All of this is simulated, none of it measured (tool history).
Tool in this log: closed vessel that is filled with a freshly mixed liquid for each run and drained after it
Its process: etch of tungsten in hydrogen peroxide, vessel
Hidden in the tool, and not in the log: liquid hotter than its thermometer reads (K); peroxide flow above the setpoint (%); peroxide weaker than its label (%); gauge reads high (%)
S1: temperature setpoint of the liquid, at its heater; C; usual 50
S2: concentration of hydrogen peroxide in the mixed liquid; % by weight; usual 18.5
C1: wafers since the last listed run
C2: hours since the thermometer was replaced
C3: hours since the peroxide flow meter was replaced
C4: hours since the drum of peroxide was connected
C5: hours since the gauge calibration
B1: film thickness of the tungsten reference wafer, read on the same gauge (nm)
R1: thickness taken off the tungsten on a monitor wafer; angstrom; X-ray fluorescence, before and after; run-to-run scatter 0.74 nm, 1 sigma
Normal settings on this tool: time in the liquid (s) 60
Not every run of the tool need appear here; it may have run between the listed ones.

{"run": 1, "hour": 0.0, "S1": 50, "S2": 18.5, "time in the liquid (s)": 60, "C1": 0, "C2": 206.6, "C3": 1162.2, "C4": 156, "C5": 1071.3, "B1": 40.03, "R1": 988.9}
{"run": 2, "hour": 17.6, "S1": 50, "S2": 18.5, "time in the liquid (s)": 60, "C1": 1915, "C2": 224.2, "C3": 1179.8, "C4": 173.6, "C5": 1088.9, "B1": 39.99, "R1": 970.9}
{"run": 3, "hour": 50.2, "S1": 50, "S2": 18.5, "time in the liquid (s)": 60, "C1": 3548, "C2": 256.8, "C3": 1212.4, "C4": 206.2, "C5": 1121.5, "B1": 40.02, "R1": 979.2}
{"run": 4, "hour": 78.0, "S1": 50, "S2": 18.5, "time in the liquid (s)": 60, "C1": 3025, "C2": 284.6, "C3": 1240.2, "C4": 234, "C5": 1149.3, "B1": 40.03, "R1": 994.4}
{"hour": 98.5, "done": "gauge calibrated"}
{"run": 5, "hour": 102.6, "S1": 50, "S2": 18.5, "time in the liquid (s)": 80, "C1": 2677, "C2": 309.2, "C3": 1264.8, "C4": 258.6, "C5": 4.1, "B1": 39.96, "R1": 1323.8}
{"run": 6, "hour": 126.1, "S1": 50, "S2": 18.5, "time in the liquid (s)": 80, "C1": 2557, "C2": 332.7, "C3": 1288.3, "C4": 282.1, "C5": 27.6, "B1": 40.01, "R1": 1348.5}
{"run": 7, "hour": 140.8, "S1": 50, "S2": 18.5, "time in the liquid (s)": 80, "C1": 1600, "C2": 347.4, "C3": 1303, "C4": 296.8, "C5": 42.3, "B1": 40.02, "R1": 1318.6}
{"run": 8, "hour": 168.3, "S1": 50, "S2": 18.5, "time in the liquid (s)": 60, "C1": 2993, "C2": 374.9, "C3": 1330.5, "C4": 324.3, "C5": 69.8, "B1": 40.01, "R1": 984.6}
{"hour": 191.2, "done": "new drum of peroxide connected"}
{"run": 9, "hour": 200.7, "S1": 50, "S2": 18.5, "time in the liquid (s)": 60, "C1": 3417, "C2": 407.3, "C3": 1362.9, "C4": 9.5, "C5": 102.2, "B1": 40.04, "R1": 994.5}
{"run": 10, "hour": 235.0, "S1": 50, "S2": 18.5, "time in the liquid (s)": 60, "C1": 3733, "C2": 441.6, "C3": 1397.2, "C4": 43.8, "C5": 136.5, "B1": 40.03, "R1": 1013.1}
{"run": 11, "hour": 259.9, "S1": 50, "S2": 18.5, "time in the liquid (s)": 60, "C1": 2710, "C2": 466.5, "C3": 1422.1, "C4": 68.7, "C5": 161.4, "B1": 40.02, "R1": 1007.2}
{"run": 12, "hour": 286.4, "S1": 50, "S2": 18.5, "time in the liquid (s)": 60, "C1": 2884, "C2": 493, "C3": 1448.6, "C4": 95.2, "C5": 187.9, "B1": 40.01, "R1": 996}
{"run": 13, "hour": 304.0, "S1": 50, "S2": 14.5, "time in the liquid (s)": 60, "C1": 1915, "C2": 510.6, "C3": 1466.2, "C4": 112.8, "C5": 205.5, "B1": 39.96, "R1": 892}
{"run": 14, "hour": 393.0, "S1": 50, "S2": 18.5, "time in the liquid (s)": 60, "C1": 9687, "C2": 599.6, "C3": 1555.2, "C4": 201.8, "C5": 294.5, "B1": 40.04, "R1": 1021.8}
{"run": 15, "hour": 408.9, "S1": 50, "S2": 18.5, "time in the liquid (s)": 60, "C1": 1730, "C2": 615.5, "C3": 1571.1, "C4": 217.7, "C5": 310.4, "B1": 40.01, "R1": 1022.5}
{"run": 16, "hour": 434.9, "S1": 50, "S2": 17, "time in the liquid (s)": 75, "C1": 2829, "C2": 641.5, "C3": 1597.1, "C4": 243.7, "C5": 336.4, "B1": 39.97, "R1": 1220.2}
{"run": 17, "hour": 477.4, "S1": 41.5, "S2": 16.5, "time in the liquid (s)": 45, "C1": 4625, "C2": 684, "C3": 1639.6, "C4": 286.2, "C5": 378.9, "B1": 39.95, "R1": 427.6}
{"hour": 500.4, "done": "thermometer replaced"}
{"run": 18, "hour": 511.0, "S1": 50, "S2": 18.5, "time in the liquid (s)": 60, "C1": 3548, "C2": 10.6, "C3": 1673.2, "C4": 319.8, "C5": 412.5, "B1": 39.99, "R1": 988.6}
{"run": 19, "hour": 544.7, "S1": 59, "S2": 15, "time in the liquid (s)": 85, "C1": 3668, "C2": 44.3, "C3": 1706.9, "C4": 353.5, "C5": 446.2, "B1": 40.03, "R1": 2110.2}
{"run": 20, "hour": 559.2, "S1": 43, "S2": 23.5, "time in the liquid (s)": 45, "C1": 1578, "C2": 58.8, "C3": 1721.4, "C4": 368, "C5": 460.7, "B1": 39.99, "R1": 533.7}
{"hour": 562.2, "done": "peroxide flow meter replaced"}
{"run": 21, "hour": 581.2, "S1": 50, "S2": 21, "time in the liquid (s)": 60, "C1": 2285, "C2": 80.8, "C3": 19, "C4": 390, "C5": 482.7, "B1": 40.02, "R1": 1041.3}
{"run": 22, "hour": 596.5, "S1": 50, "S2": 18.5, "time in the liquid (s)": 60, "C1": 1665, "C2": 96.1, "C3": 34.3, "C4": 405.3, "C5": 498, "B1": 40.01, "R1": 986.7}
{"hour": 612.0, "done": "new drum of peroxide connected"}
{"run": 23, "hour": 627.3, "S1": 55, "S2": 22.5, "time in the liquid (s)": 75, "C1": 3243, "C2": 126.9, "C3": 65.1, "C4": 15.3, "C5": 528.8, "B1": 40, "R1": 1858.3}
{"run": 24, "hour": 650.7, "S1": 50, "S2": 18.5, "time in the liquid (s)": 60, "C1": 2546, "C2": 150.3, "C3": 88.5, "C4": 38.7, "C5": 552.2, "B1": 40, "R1": 999.9}
{"run": 25, "hour": 664.9, "S1": 50, "S2": 13.5, "time in the liquid (s)": 30, "C1": 1545, "C2": 164.5, "C3": 102.7, "C4": 52.9, "C5": 566.4, "B1": 39.97, "R1": 420}
{"run": 26, "hour": 690.2, "S1": 59, "S2": 18.5, "time in the liquid (s)": 60, "C1": 2753, "C2": 189.8, "C3": 128, "C4": 78.2, "C5": 591.7, "B1": 39.98, "R1": 1674.4}
{"run": 27, "hour": 725.8, "S1": 56, "S2": 13.5, "time in the liquid (s)": 80, "C1": 3874, "C2": 225.4, "C3": 163.6, "C4": 113.8, "C5": 627.3, "B1": 40, "R1": 1612}
{"run": 28, "hour": 753.3, "S1": 59.5, "S2": 17, "time in the liquid (s)": 45, "C1": 2993, "C2": 252.9, "C3": 191.1, "C4": 141.3, "C5": 654.8, "B1": 40.01, "R1": 1254.9}
{"run": 29, "hour": 773.0, "S1": 50, "S2": 18.5, "time in the liquid (s)": 60, "C1": 2144, "C2": 272.6, "C3": 210.8, "C4": 161, "C5": 674.5, "B1": 40, "R1": 990.7}
{"run": 30, "hour": 786.3, "S1": 50, "S2": 16, "time in the liquid (s)": 35, "C1": 1447, "C2": 285.9, "C3": 224.1, "C4": 174.3, "C5": 687.8, "B1": 39.96, "R1": 544.1}
{"run": 31, "hour": 821.7, "S1": 46, "S2": 13, "time in the liquid (s)": 30, "C1": 3853, "C2": 321.3, "C3": 259.5, "C4": 209.7, "C5": 723.2, "B1": 40, "R1": 322.4}

Pick out some run-to-run changes in R1. Of each, how much would a tool without hidden state show as well, from the settings, what came in and chance, and how much is left for the hidden state and any gauge scatter not in both results compared?
Run 16 -> 17: S1 50 -> 41.5, S2 17 -> 16.5, time in the liquid (s) 75 -> 45. R1 -792.6 angstrom: hidden state -30.3, all else -762.3.
Run 17 -> 18: S1 41.5 -> 50, S2 16.5 -> 18.5, time in the liquid (s) 45 -> 60, thermometer replaced. R1 +561 angstrom: hidden state -16.9, all else +577.9.
Run 18 -> 19: S1 50 -> 59, S2 18.5 -> 15, time in the liquid (s) 60 -> 85. R1 +1121.6 angstrom: hidden state +6.1, all else +1115.5.
Run 19 -> 20: S1 59 -> 43, S2 15 -> 23.5, time in the liquid (s) 85 -> 45. R1 -1576.5 angstrom: hidden state -5.8, all else -1570.7.
Run 25 -> 26: S1 50 -> 59, S2 13.5 -> 18.5, time in the liquid (s) 30 -> 60. R1 +1254.4 angstrom: hidden state +16.4, all else +1238.
